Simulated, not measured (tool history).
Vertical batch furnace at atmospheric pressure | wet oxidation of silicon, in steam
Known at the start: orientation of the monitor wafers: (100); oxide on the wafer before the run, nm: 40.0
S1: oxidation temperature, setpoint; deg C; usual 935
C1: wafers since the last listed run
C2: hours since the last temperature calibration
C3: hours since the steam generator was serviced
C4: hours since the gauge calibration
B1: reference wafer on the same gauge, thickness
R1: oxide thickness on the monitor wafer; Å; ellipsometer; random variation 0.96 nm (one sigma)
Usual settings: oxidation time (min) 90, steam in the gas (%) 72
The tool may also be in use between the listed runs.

{"run": 1, "hour": 0.0, "S1": 935, "oxidation time (min)": 116, "steam in the gas (%)": 66, "C1": 0, "C2": 3611.3, "C3": 851.7, "C4": 1198.9, "B1": 209.13, "R1": 2995}
{"run": 2, "hour": 41.7, "S1": 935, "oxidation time (min)": 116, "steam in the gas (%)": 66, "C1": 765, "C2": 3653, "C3": 893.4, "C4": 1240.6, "B1": 209.07, "R1": 2990.7}
{"run": 3, "hour": 111.6, "S1": 935, "oxidation time (min)": 116, "steam in the gas (%)": 66, "C1": 1283, "C2": 3722.9, "C3": 963.3, "C4": 1310.5, "B1": 208.91, "R1": 2998}
{"run": 4, "hour": 144.3, "S1": 935, "oxidation time (min)": 90, "steam in the gas (%)": 72, "C1": 600, "C2": 3755.6, "C3": 996, "C4": 1343.2, "B1": 209.24, "R1": 2661.9}
{"run": 5, "hour": 179.5, "S1": 935, "oxidation time (min)": 90, "steam in the gas (%)": 72, "C1": 646, "C2": 3790.8, "C3": 1031.2, "C4": 1378.4, "B1": 209.14, "R1": 2657.9}
{"run": 6, "hour": 246.4, "S1": 935, "oxidation time (min)": 90, "steam in the gas (%)": 72, "C1": 1228, "C2": 3857.7, "C3": 1098.1, "C4": 1445.3, "B1": 208.75, "R1": 2653}
{"run": 7, "hour": 318.3, "S1": 935, "oxidation time (min)": 90, "steam in the gas (%)": 72, "C1": 1320, "C2": 3929.6, "C3": 1170, "C4": 1517.2, "B1": 209.03, "R1": 2649.1}
{"hour": 336.7, "done": "gauge calibrated"}
{"run": 8, "hour": 346.4, "S1": 935, "oxidation time (min)": 90, "steam in the gas (%)": 72, "C1": 516, "C2": 3957.7, "C3": 1198.1, "C4": 9.7, "B1": 208.95, "R1": 2661.4}
{"run": 9, "hour": 371.6, "S1": 935, "oxidation time (min)": 90, "steam in the gas (%)": 72, "C1": 462, "C2": 3982.9, "C3": 1223.3, "C4": 34.9, "B1": 208.95, "R1": 2660.2}
{"run": 10, "hour": 437.4, "S1": 935, "oxidation time (min)": 90, "steam in the gas (%)": 72, "C1": 1208, "C2": 4048.7, "C3": 1289.1, "C4": 100.7, "B1": 208.83, "R1": 2635.3}
{"run": 11, "hour": 494.1, "S1": 935, "oxidation time (min)": 99, "steam in the gas (%)": 72, "C1": 1041, "C2": 4105.4, "C3": 1345.8, "C4": 157.4, "B1": 209, "R1": 2850.9}
{"run": 12, "hour": 662.7, "S1": 935, "oxidation time (min)": 99, "steam in the gas (%)": 72, "C1": 3096, "C2": 4274, "C3": 1514.4, "C4": 326, "B1": 209.28, "R1": 2805.5}
{"hour": 714.8, "done": "thermocouples replaced and temperature profile calibrated"}
{"run": 13, "hour": 715.3, "S1": 935, "oxidation time (min)": 99, "steam in the gas (%)": 72, "C1": 525, "C2": 0.5, "C3": 1567, "C4": 378.6, "B1": 208.7, "R1": 2690.8}
{"run": 14, "hour": 741.1, "S1": 925, "oxidation time (min)": 90, "steam in the gas (%)": 72, "C1": 473, "C2": 26.3, "C3": 1592.8, "C4": 404.4, "B1": 208.78, "R1": 2281.3}
{"run": 15, "hour": 797.5, "S1": 925, "oxidation time (min)": 90, "steam in the gas (%)": 72, "C1": 1035, "C2": 82.7, "C3": 1649.2, "C4": 460.8, "B1": 209.19, "R1": 2296}
{"run": 16, "hour": 856.9, "S1": 935, "oxidation time (min)": 90, "steam in the gas (%)": 72, "C1": 1090, "C2": 142.1, "C3": 1708.6, "C4": 520.2, "B1": 209.1, "R1": 2506.2}
{"run": 17, "hour": 888.1, "S1": 935, "oxidation time (min)": 90, "steam in the gas (%)": 72, "C1": 573, "C2": 173.3, "C3": 1739.8, "C4": 551.4, "B1": 208.87, "R1": 2510}
{"run": 18, "hour": 947.7, "S1": 915, "oxidation time (min)": 105.5, "steam in the gas (%)": 75, "C1": 1094, "C2": 232.9, "C3": 1799.4, "C4": 611, "B1": 208.83, "R1": 2414.4}
{"run": 19, "hour": 1000.5, "S1": 954, "oxidation time (min)": 63.5, "steam in the gas (%)": 72, "C1": 969, "C2": 285.7, "C3": 1852.2, "C4": 663.8, "B1": 208.99, "R1": 2303.7}
{"run": 20, "hour": 1039.1, "S1": 943, "oxidation time (min)": 90, "steam in the gas (%)": 78, "C1": 708, "C2": 324.3, "C3": 1890.8, "C4": 702.4, "B1": 208.94, "R1": 2835.8}
{"run": 21, "hour": 1099.8, "S1": 935, "oxidation time (min)": 78, "steam in the gas (%)": 72, "C1": 1114, "C2": 385, "C3": 1951.5, "C4": 763.1, "B1": 208.94, "R1": 2274.2}
{"hour": 1245.0, "done": "steam generator serviced"}
{"run": 22, "hour": 1248.9, "S1": 935, "oxidation time (min)": 90, "steam in the gas (%)": 72, "C1": 2297, "C2": 534.1, "C3": 3.9, "C4": 912.2, "B1": 209.07, "R1": 2615.9}
{"run": 23, "hour": 1362.1, "S1": 935, "oxidation time (min)": 52, "steam in the gas (%)": 66, "C1": 2079, "C2": 647.3, "C3": 117.1, "C4": 1025.4, "B1": 208.89, "R1": 1679}
{"run": 24, "hour": 1389.6, "S1": 935, "oxidation time (min)": 90, "steam in the gas (%)": 72, "C1": 505, "C2": 674.8, "C3": 144.6, "C4": 1052.9, "B1": 208.87, "R1": 2618.8}
{"run": 25, "hour": 1439.4, "S1": 924, "oxidation time (min)": 106.5, "steam in the gas (%)": 83, "C1": 914, "C2": 724.6, "C3": 194.4, "C4": 1102.7, "B1": 209.02, "R1": 2982.1}
{"run": 26, "hour": 1523.1, "S1": 935, "oxidation time (min)": 90, "steam in the gas (%)": 72, "C1": 1537, "C2": 808.3, "C3": 278.1, "C4": 1186.4, "B1": 208.85, "R1": 2623.3}
{"run": 27, "hour": 1571.7, "S1": 945, "oxidation time (min)": 76.5, "steam in the gas (%)": 79, "C1": 892, "C2": 856.9, "C3": 326.7, "C4": 1235, "B1": 208.82, "R1": 2710.7}
{"hour": 1611.8, "done": "gauge calibrated"}
{"run": 28, "hour": 1617.1, "S1": 947, "oxidation time (min)": 90, "steam in the gas (%)": 84, "C1": 833, "C2": 902.3, "C3": 372.1, "C4": 5.3, "B1": 209.3, "R1": 3201.6}
{"run": 29, "hour": 1673.7, "S1": 935, "oxidation time (min)": 90, "steam in the gas (%)": 68, "C1": 1039, "C2": 958.9, "C3": 428.7, "C4": 61.9, "B1": 208.89, "R1": 2530.2}
{"run": 30, "hour": 1744.1, "S1": 935, "oxidation time (min)": 90, "steam in the gas (%)": 72, "C1": 1293, "C2": 1029.3, "C3": 499.1, "C4": 132.3, "B1": 208.98, "R1": 2614.8}
{"run": 31, "hour": 1917.4, "S1": 913, "oxidation time (min)": 90, "steam in the gas (%)": 83, "C1": 3182, "C2": 1202.6, "C3": 672.4, "C4": 305.6, "B1": 208.85, "R1": 2403.5}
{"run": 32, "hour": 2027.4, "S1": 919, "oxidation time (min)": 90, "steam in the gas (%)": 80, "C1": 2020, "C2": 1312.6, "C3": 782.4, "C4": 415.6, "B1": 209.07, "R1": 2470.4}
{"run": 33, "hour": 2077.4, "S1": 945, "oxidation time (min)": 127.5, "steam in the gas (%)": 80, "C1": 918, "C2": 1362.6, "C3": 832.4, "C4": 465.6, "B1": 209.22, "R1": 3917.5}
{"run": 34, "hour": 2134.7, "S1": 935, "oxidation time (min)": 106.5, "steam in the gas (%)": 72, "C1": 1052, "C2": 1419.9, "C3": 889.7, "C4": 522.9, "B1": 208.8, "R1": 2955.8}

4 ways to go on from here, each from the tool as it stands after run 34. What would each give?
{"run": "A", "hour": 2139.6, "S1": 935, "oxidation time (min)": 90, "steam in the gas (%)": 72, "C1": 89, "C2": 1424.8, "C3": 894.6, "C4": 527.8, "B1": "?", "R1": "?"}
{"run": "B", "hour": 2139.6, "S1": 947, "oxidation time (min)": 112, "steam in the gas (%)": 72, "C1": 89, "C2": 1424.8, "C3": 894.6, "C4": 527.8, "B1": "?", "R1": "?"}
{"run": "C", "hour": 2139.6, "S1": 958, "oxidation time (min)": 90, "steam in the gas (%)": 72, "C1": 89, "C2": 1424.8, "C3": 894.6, "C4": 527.8, "B1": "?", "R1": "?"}
{"run": "D", "hour": 2139.6, "S1": 917, "oxidation time (min)": 72.5, "steam in the gas (%)": 66, "C1": 89, "C2": 1424.8, "C3": 894.6, "C4": 527.8, "B1": "?", "R1": "?"}

run=A B1=208.7 R1=2604.9
run=B B1=208.7 R1=3354
run=C B1=208.7 R1=3151.6
run=D B1=208.7 R1=1798.4
Without the tool's hidden state the same runs would have given:
run=A R1=2557.8
run=B R1=3295.5
run=C R1=3097.4
run=D R1=1761.8
